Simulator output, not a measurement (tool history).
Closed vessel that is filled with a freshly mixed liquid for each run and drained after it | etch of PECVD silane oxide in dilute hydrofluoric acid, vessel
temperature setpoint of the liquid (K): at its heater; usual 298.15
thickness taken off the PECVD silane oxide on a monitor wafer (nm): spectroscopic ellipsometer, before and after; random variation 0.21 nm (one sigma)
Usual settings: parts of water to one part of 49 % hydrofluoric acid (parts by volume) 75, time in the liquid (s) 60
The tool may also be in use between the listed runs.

run,day,temperature setpoint of the liquid (K),parts of water to one part of 49 % hydrofluoric acid (parts by volume),time in the liquid (s),"read-back film thickness of the PECVD silane oxide reference wafer, read on the same gauge (nm)",thickness taken off the PECVD silane oxide on a monitor wafer (nm)
1,0,298.15,85,60,40.04,37.16
2,0.546,298.15,85,60,40.05,37.16
3,1.083,298.15,85,60,40,36.93
4,1.662,298.15,75,60,39.98,42.4
5,2.388,298.15,75,60,39.95,42.25
6,2.838,298.15,75,60,40.03,42.53
7,3.342,299.65,75,60,40.04,45.09
8,4,299.65,75,60,40.01,45.36
9,4.367,299.65,75,60,39.98,44.74
10,4.992,298.15,75,80,39.99,56.74
11,5.412,298.15,75,80,39.96,57.09
12,5.846,298.15,75,80,40.05,56.91
13,6.542,298.15,75,40,40,28.54
14,6.954,298.15,75,40,40,28.67
15,7.242,298.15,75,40,40,28.39
16,7.629,301.15,60,60,39.99,61.35
# day 7.683: gauge calibrated
# day 7.825: thermometer replaced
17,7.933,298.15,100,80,40,41.56
18,8.221,298.15,75,60,40.05,42.91
19,8.592,293.65,65,60,40.02,41.35
# day 10.317: hydrofluoric acid flow meter replaced
20,10.446,298.15,75,60,39.99,45.93
21,10.846,296.15,105,45,39.97,21.8
22,11.492,293.15,45,80,39.97,85.29
23,12.054,302.65,45,60,39.96,94.31
24,12.762,296.65,50,60,39.95,67.17
25,13.442,293.65,50,35,40,34.34
26,13.717,298.15,75,90,40,69.56
# day 14.462: hydrofluoric acid flow meter replaced, repeated, since the last time left the tool worse
27,15.2,298.15,55,35,39.98,32.43
28,15.862,296.15,75,80,39.98,49.1
29,16.392,298.15,75,60,40.02,39.8
30,16.775,298.15,75,60,40.01,40.02
31,17.346,293.65,35,90,40.04,110.8

What the log doesn't show, run by run:
liquid hotter than its thermometer reads (K): 0 in every run
gauge reads high (%): 0 in every run
H1: hydrofluoric acid flow above the setpoint (%)
run,H1
1,7.37
2,7.43
3,7.5
4,7.56
5,7.64
6,7.69
7,7.75
8,7.83
9,7.87
10,7.94
11,7.99
12,8.03
13,8.11
14,8.16
15,8.19
16,8.24
17,8.27
18,8.3
19,8.35
20,15.2
21,15.2
22,15.3
23,15.3
24,15.4
25,15.5
26,15.5
27,0.961
28,1.04
29,1.1
30,1.14
31,1.2
